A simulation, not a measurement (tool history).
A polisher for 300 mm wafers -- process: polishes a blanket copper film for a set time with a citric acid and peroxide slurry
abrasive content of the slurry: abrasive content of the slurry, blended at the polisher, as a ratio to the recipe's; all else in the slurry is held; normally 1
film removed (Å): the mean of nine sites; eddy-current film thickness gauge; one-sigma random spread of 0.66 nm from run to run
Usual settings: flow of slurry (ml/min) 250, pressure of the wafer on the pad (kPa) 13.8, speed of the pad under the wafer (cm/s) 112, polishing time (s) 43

run,hour,flow of slurry (ml/min),pressure of the wafer on the pad (kPa),speed of the pad under the wafer (cm/s),abrasive content of the slurry,polishing time (s),wafers since the last listed run,wafers polished on this pad,hours since the slurry nozzle was cleaned,hours since the head pressure was calibrated,hours since the slurry blender was calibrated,"incoming thickness of the incoming film, nm",film removed (Å)
1,0,250,13.8,112,0.8,53,0,187,590.4,237.6,57.5,909.9,861
2,65.1,250,13.8,112,0.8,53,828,1016,655.5,302.7,122.6,910.2,856
3,110.4,250,13.8,112,0.8,53,576,1592,700.8,348,167.9,910.9,831
# hour 121.4: slurry nozzle cleaned
4,150,250,13.8,112,1,43,491,2083,28.6,387.6,207.5,907.3,729
# hour 174.4: slurry blender recalibrated
# hour 210: worn pad replaced by a new one
5,210.5,250,13.8,112,1,43,693,6,89.1,448.1,36.1,911.6,769
6,278.4,250,13.8,112,1,43,864,870,157,516,104,903.4,750
# hour 311.7: head pressure recalibrated
7,324.6,300,13.8,112,1,43,562,1433,203.2,12.9,150.2,931.5,694
8,349.7,300,13.8,112,1,43,319,1752,228.3,38,175.3,918.3,688
# hour 387.3: slurry blender recalibrated
9,411.1,250,13.8,112,1,51,755,2508,289.7,99.4,23.8,914.3,772
# hour 432.6: worn pad replaced by a new one
10,472.9,250,13.8,112,1,51,735,512,351.5,161.2,85.6,917.9,831
11,497.2,250,15.9,112,1,36,309,821,375.8,185.5,109.9,914.3,658
12,528,250,13.8,112,1,43,391,1213,406.6,216.3,140.7,899.6,696
13,570.8,250,13.8,112,1,43,544,1758,449.4,259.1,183.5,913.7,678
# hour 601.8: slurry blender recalibrated
# hour 633: worn pad replaced by a new one
14,641.4,280,9.7,140,1.15,43,822,106,520,329.7,39.6,905,673
15,705.4,250,17.2,112,1,43,814,921,584,393.7,103.6,903.1,905
# hour 723.2: slurry nozzle cleaned
16,755.4,250,13.8,112,1.15,33,623,1544,32.2,443.7,153.6,918.9,575
17,806.2,250,13.8,112,1,43,646,2191,83,494.5,204.4,917.4,714
# hour 830.1: worn pad replaced by a new one
# hour 833.5: slurry blender recalibrated
# hour 863.5: head pressure recalibrated
18,872.6,250,13.8,96,1,43,743,489,149.4,9.1,39.1,924.9,614
19,942.2,250,13.8,80,1,43,885,1375,219,78.7,108.7,922.1,516
20,991.1,250,12.4,112,1,43,622,1997,267.9,127.6,157.6,904.1,631
21,1031.4,165,16.5,102,1,43,512,2510,308.2,167.9,197.9,914.4,709

Below are 4 alternative next runs, each starting from the tool's condition after run 21. Predict each:
A,1031.8,250,11.7,112,1,43,5,2515,308.6,168.3,198.3,920.4,?
B,1031.8,180,13.8,128,0.85,28,5,2515,308.6,168.3,198.3,920.4,?
C,1031.8,295,17.2,124,1,43,5,2515,308.6,168.3,198.3,920.4,?
D,1031.8,250,11.7,80,0.85,43,5,2515,308.6,168.3,198.3,920.4,?

run,film removed (Å)
A,575
B,456
C,939
D,399
Take away the tool's hidden state, keep each run's random variation, and the runs would have read:
run,film removed (Å)
A,598
B,474
C,977
D,416
